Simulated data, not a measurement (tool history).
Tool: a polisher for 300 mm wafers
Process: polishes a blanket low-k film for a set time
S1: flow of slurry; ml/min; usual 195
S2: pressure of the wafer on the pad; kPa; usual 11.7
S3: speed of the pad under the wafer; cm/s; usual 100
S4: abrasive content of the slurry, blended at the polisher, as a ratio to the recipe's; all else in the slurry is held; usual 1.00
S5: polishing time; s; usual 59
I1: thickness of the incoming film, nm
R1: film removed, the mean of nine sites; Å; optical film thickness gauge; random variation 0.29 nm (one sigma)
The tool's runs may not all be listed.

run 1 day=0.000 | S1=195 S2=11.7 S3=100 S4=1.00 S5=59 | I1=520.9 | R1=206
run 2 day=1.012 | S1=195 S2=11.7 S3=100 S4=1.00 S5=59 | I1=516.2 | R1=201
-- day=1.825 conditioning disc replaced and pad reconditioned
run 3 day=1.838 | S1=195 S2=11.7 S3=100 S4=1.00 S5=59 | I1=523.4 | R1=199
run 4 day=2.546 | S1=195 S2=9.0 S3=100 S4=1.00 S5=59 | I1=513.2 | R1=154
run 5 day=3.829 | S1=195 S2=9.0 S3=100 S4=1.00 S5=59 | I1=516.5 | R1=153
-- day=4.688 worn pad replaced by a new one
run 6 day=4.754 | S1=195 S2=9.0 S3=100 S4=1.00 S5=59 | I1=520.5 | R1=155
run 7 day=6.221 | S1=195 S2=11.7 S3=100 S4=1.00 S5=59 | I1=525.3 | R1=201
-- day=7.012 conditioning disc replaced and pad reconditioned
run 8 day=7.042 | S1=240 S2=11.7 S3=100 S4=1.00 S5=59 | I1=518.1 | R1=201
run 9 day=7.667 | S1=240 S2=11.7 S3=100 S4=1.00 S5=59 | I1=516.3 | R1=202
run 10 day=8.483 | S1=240 S2=11.7 S3=100 S4=1.00 S5=59 | I1=521.5 | R1=203
-- day=8.783 worn pad replaced by a new one
run 11 day=9.350 | S1=195 S2=11.7 S3=100 S4=1.00 S5=59 | I1=527.6 | R1=197
run 12 day=10.671 | S1=195 S2=8.3 S3=100 S4=1.00 S5=59 | I1=511.2 | R1=139
-- day=11.138 conditioning disc replaced and pad reconditioned
run 13 day=11.875 | S1=195 S2=11.7 S3=100 S4=1.00 S5=59 | I1=515.0 | R1=197
-- day=12.125 slurry nozzle cleaned
-- day=12.812 slurry blender recalibrated
run 14 day=13.033 | S1=215 S2=11.7 S3=100 S4=1.00 S5=59 | I1=522.0 | R1=197
-- day=13.325 worn pad replaced by a new one
-- day=13.438 head pressure recalibrated
run 15 day=13.954 | S1=195 S2=9.7 S3=100 S4=1.00 S5=59 | I1=520.4 | R1=185
run 16 day=14.475 | S1=195 S2=15.2 S3=128 S4=1.15 S5=50 | I1=518.0 | R1=306
run 17 day=15.246 | S1=195 S2=11.7 S3=100 S4=1.00 S5=79 | I1=511.0 | R1=290
run 18 day=15.788 | S1=195 S2=15.2 S3=114 S4=1.00 S5=59 | I1=515.2 | R1=309
-- day=16.096 conditioning disc replaced and pad reconditioned
run 19 day=16.704 | S1=160 S2=9.7 S3=100 S4=0.80 S5=59 | I1=514.9 | R1=153
run 20 day=17.612 | S1=195 S2=11.7 S3=100 S4=0.85 S5=59 | I1=521.0 | R1=196

What the log doesn't show, run by run:
removal rate lost through wear of the pad, %: 0 in every run
slurry flow missing at the pad, %: 0 in every run
abrasive missing from the slurry, %: 0 in every run
time polished since the conditioner stopped cutting, s: 0 in every run
H1: deviation of the head's pressure from its setpoint, %
run=1 H1=-12.1
run=2 H1=-12.4
run=3 H1=-12.6
run=4 H1=-12.8
run=5 H1=-13.1
run=6 H1=-13.3
run=7 H1=-13.5
run=8 H1=-13.6
run=9 H1=-13.7
run=10 H1=-13.8
run=11 H1=-13.9
run=12 H1=-14
run=13 H1=-14.1
run=14 H1=-14.2
run=15 H1=-2.7
run=16 H1=-3.44
run=17 H1=-4.45
run=18 H1=-5.1
run=19 H1=-6.11
run=20 H1=-7.01
